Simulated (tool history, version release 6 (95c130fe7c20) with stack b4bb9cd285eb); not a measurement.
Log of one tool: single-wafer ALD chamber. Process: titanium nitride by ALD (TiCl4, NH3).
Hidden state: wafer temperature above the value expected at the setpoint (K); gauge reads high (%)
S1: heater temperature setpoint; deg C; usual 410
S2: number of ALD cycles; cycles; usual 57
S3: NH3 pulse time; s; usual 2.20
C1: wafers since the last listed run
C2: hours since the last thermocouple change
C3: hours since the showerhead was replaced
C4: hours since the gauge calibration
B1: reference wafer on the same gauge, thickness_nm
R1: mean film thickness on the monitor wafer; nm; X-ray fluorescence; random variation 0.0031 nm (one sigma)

run	hour	S1	S2	S3	C1	C2	C3	C4	B1	R1
1	0.0	410	63	2.20	0	876.3	1463.4	733.6	1.070	1.372
2	33.8	410	63	2.20	98	910.1	1497.2	767.4	1.071	1.373
3	95.8	410	63	2.20	179	972.1	1559.2	829.4	1.070	1.374
4	164.7	410	62	2.20	199	1041.0	1628.1	898.3	1.069	1.355
5	201.3	410	62	2.20	106	1077.6	1664.7	934.9	1.071	1.355
# hour 258.4: gauge calibrated
6	261.7	410	62	2.20	175	1138.0	1725.1	3.3	1.071	1.351
7	299.2	410	57	2.20	108	1175.5	1762.6	40.8	1.070	1.241
8	351.3	410	57	2.20	151	1227.6	1814.7	92.9	1.071	1.246
9	423.3	410	57	2.20	208	1299.6	1886.7	164.9	1.071	1.242
10	458.8	410	57	2.20	102	1335.1	1922.2	200.4	1.070	1.243
11	491.6	410	57	2.20	95	1367.9	1955.0	233.2	1.069	1.241
# hour 541.9: thermocouple changed; heater temperature recalibrated
12	547.3	410	57	2.20	138	5.4	2010.7	288.9	1.070	1.242
13	589.6	410	57	2.20	122	47.7	2053.0	331.2	1.071	1.244
14	654.4	410	57	2.20	187	112.5	2117.8	396.0	1.071	1.238
15	699.9	410	57	2.20	131	158.0	2163.3	441.5	1.070	1.248
16	733.0	410	65	2.20	96	191.1	2196.4	474.6	1.070	1.422
17	804.7	410	65	2.20	207	262.8	2268.1	546.3	1.070	1.421
18	869.1	410	62	2.20	186	327.2	2332.5	610.7	1.070	1.353
19	919.5	410	57	2.20	146	377.6	2382.9	661.1	1.071	1.244
20	950.4	410	57	2.63	89	408.5	2413.8	692.0	1.070	1.247
21	1018.3	416	49	1.56	196	476.4	2481.7	759.9	1.069	1.070
22	1067.6	410	57	2.20	143	525.7	2531.0	809.2	1.070	1.241
23	1103.4	403	63	1.37	103	561.5	2566.8	845.0	1.069	1.359
24	1158.1	424	63	2.57	158	616.2	2621.5	899.7	1.070	1.386
# hour 1182.0: gauge calibrated
25	1214.9	410	57	2.20	164	673.0	2678.3	32.9	1.069	1.241
26	1277.4	410	57	2.20	181	735.5	2740.8	95.4	1.069	1.244
27	1323.2	415	67	1.45	132	781.3	2786.6	141.2	1.070	1.459
# hour 1353.6: showerhead replaced
28	1381.4	410	57	2.20	145	839.5	27.8	199.4	1.070	1.242

Forecast run 29:
29	1440.9	410	57	2.78	172	899.0	87.3	258.9	?	?

B1: 1.070
R1: 1.245 nm
Without the tool's hidden state the same run would have given R1 1.245 nm.

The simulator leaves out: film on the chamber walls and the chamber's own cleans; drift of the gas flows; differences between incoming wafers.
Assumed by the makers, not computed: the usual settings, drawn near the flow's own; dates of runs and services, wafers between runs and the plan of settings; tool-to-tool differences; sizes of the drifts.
